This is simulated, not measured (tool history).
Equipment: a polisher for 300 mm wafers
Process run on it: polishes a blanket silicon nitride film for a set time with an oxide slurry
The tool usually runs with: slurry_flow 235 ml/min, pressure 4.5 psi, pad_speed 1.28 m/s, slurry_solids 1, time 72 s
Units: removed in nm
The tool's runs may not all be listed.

| run | day | slurry_flow | pressure | pad_speed | slurry_solids | time | incoming thickness of the incoming film, nm | removed |
|---|---|---|---|---|---|---|---|---|
| 1 | 0 | 235 | 3.8 | 1.28 | 1 | 72 | 304 | 55.3 |
| 2 | 0.683 | 235 | 3.8 | 1.28 | 1 | 72 | 299.8 | 55.3 |
| 3 | 2.017 | 235 | 3.8 | 1.28 | 1 | 72 | 298.8 | 57.7 |
| 4 | 2.533 | 235 | 4.1 | 1.28 | 1 | 72 | 301.1 | 60.8 |
| 5 | 3.858 | 235 | 4.5 | 1.28 | 1 | 72 | 299.9 | 64.2 |
| 6 | 7.479 | 235 | 4.5 | 1.28 | 1 | 72 | 303.5 | 64.9 |
| 7 | 7.988 | 235 | 4.5 | 1.28 | 1 | 72 | 302.6 | 64.4 |
| 8 | 8.9 | 235 | 4.5 | 1.7 | 1 | 72 | 298.7 | 80.7 |
| 9 | 11.958 | 235 | 3.8 | 1.28 | 1 | 72 | 299.1 | 60.9 |
| 10 | 13.058 | 235 | 4.5 | 1.28 | 0.8 | 72 | 295.4 | 62.6 |
| 11 | 14.504 | 300 | 4.5 | 1.48 | 1.2 | 72 | 299.5 | 85 |
| 12 | 15.725 | 235 | 6.1 | 1.58 | 1 | 47 | 298.9 | 76.1 |
| 13 | 16.342 | 235 | 3.8 | 1.28 | 1 | 72 | 296.9 | 61.7 |
| 14 | 16.917 | 235 | 4.5 | 1.6 | 1 | 72 | 299.9 | 83.9 |

Withheld: 8 entries from between the runs. Position of each, and hidden state at the listed run before versus the listed run after:
Between runs 2 and 3: worn pad replaced by a new one (day 1.467)
  removal rate lost through wear of the pad, %: 9.54 -> 4.46; deviation of the head's pressure from its setpoint, %: -9.97 -> -10.1
  measured minus no-state result, removed: -12.4 -> -9.3 nm
Between runs 5 and 6: worn pad replaced by a new one (day 5.971)
  removal rate lost through wear of the pad, %: 9.44 -> 7.18; deviation of the head's pressure from its setpoint, %: -10.2 -> -10.4
  measured minus no-state result, removed: -14.5 -> -13 nm
Between runs 8 and 9: worn pad replaced by a new one (day 10.004); slurry nozzle cleaned (day 10.929); head pressure recalibrated (day 11.367); conditioning disc replaced and pad reconditioned (day 11.521)
  removal rate lost through wear of the pad, %: 9.42 -> 8.86; deviation of the head's pressure from its setpoint, %: -10.5 -> -0.389
  measured minus no-state result, removed: -18.6 -> -6.2 nm
Between runs 9 and 10: slurry blender recalibrated (day 12.375)
  removal rate lost through wear of the pad, %: 8.86 -> 10.3; deviation of the head's pressure from its setpoint, %: -0.389 -> -1.14
  measured minus no-state result, removed: -6.2 -> -8 nm
Between runs 11 and 12: worn pad replaced by a new one (day 14.979)
  removal rate lost through wear of the pad, %: 11.1 -> 4.37; deviation of the head's pressure from its setpoint, %: -2.06 -> -2.78
  measured minus no-state result, removed: -12.6 -> -5.7 nm
